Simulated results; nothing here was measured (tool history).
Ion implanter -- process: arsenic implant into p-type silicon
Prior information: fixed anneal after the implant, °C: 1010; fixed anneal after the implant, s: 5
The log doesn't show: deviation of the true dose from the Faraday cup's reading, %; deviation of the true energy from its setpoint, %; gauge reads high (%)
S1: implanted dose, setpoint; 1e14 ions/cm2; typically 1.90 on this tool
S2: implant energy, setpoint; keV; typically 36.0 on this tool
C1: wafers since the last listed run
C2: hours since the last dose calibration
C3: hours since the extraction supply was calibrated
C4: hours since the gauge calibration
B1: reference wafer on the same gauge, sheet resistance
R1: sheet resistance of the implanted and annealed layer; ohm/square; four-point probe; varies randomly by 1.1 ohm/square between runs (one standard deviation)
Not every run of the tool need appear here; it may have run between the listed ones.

Run 1, hour 0.0: usual settings but S1 2.02 1e14 ions/cm2, S2 41.5 keV; C1 0; C2 839.6; C3 6317.9; C4 290.4; B1 407.98. Result: R1 400.01 ohm/square.
Run 2, hour 30.3: usual settings; C1 554; C2 869.9; C3 6348.2; C4 320.7; B1 408.03. Result: R1 425.73 ohm/square.
Run 3, hour 64.6: usual settings; C1 627; C2 904.2; C3 6382.5; C4 355.0; B1 407.91. Result: R1 427.24 ohm/square.
Run 4, hour 89.2: usual settings; C1 450; C2 928.8; C3 6407.1; C4 379.6; B1 407.85. Result: R1 424.34 ohm/square.
Run 5, hour 104.6: usual settings; C1 281; C2 944.2; C3 6422.5; C4 395.0; B1 408.01. Result: R1 426.28 ohm/square.
Run 6, hour 125.1: usual settings but S1 1.54 1e14 ions/cm2, S2 28.0 keV; C1 375; C2 964.7; C3 6443.0; C4 415.5; B1 407.95. Result: R1 516.47 ohm/square.
Run 7, hour 145.2: usual settings; C1 367; C2 984.8; C3 6463.1; C4 435.6; B1 408.12. Result: R1 429.15 ohm/square.
Run 8, hour 175.2: usual settings; C1 549; C2 1014.8; C3 6493.1; C4 465.6; B1 407.98. Result: R1 425.33 ohm/square.
Run 9, hour 202.2: usual settings; C1 494; C2 1041.8; C3 6520.1; C4 492.6; B1 408.29. Result: R1 426.82 ohm/square.
At hour 217.1: extraction supply calibrated.
Run 10, hour 227.3: usual settings but S2 27.0 keV; C1 312; C2 1066.9; C3 10.2; C4 517.7; B1 408.03. Result: R1 446.62 ohm/square.
At hour 238.4: Faraday cup replaced and dose calibrated.
Run 11, hour 256.6: usual settings but S1 1.74 1e14 ions/cm2, S2 28.0 keV; C1 389; C2 18.2; C3 39.5; C4 547.0; B1 408.08. Result: R1 474.94 ohm/square.
At hour 267.1: gauge calibrated.
Run 12, hour 278.6: usual settings but S1 1.38 1e14 ions/cm2, S2 29.5 keV; C1 402; C2 40.2; C3 61.5; C4 11.5; B1 408.06. Result: R1 553.11 ohm/square.

Forecast run 13:
Run 13, hour 291.0: usual settings but S1 2.19 1e14 ions/cm2; C1 226; C2 52.6; C3 73.9; C4 23.9; B1 ?. Result: R1 ?.

Run 13 produced B1 408.04, R1 387.82 ohm/square.
Take away the tool's hidden state, keep the run-to-run variation as it was, and the same run would have given R1 387.82 ohm/square.
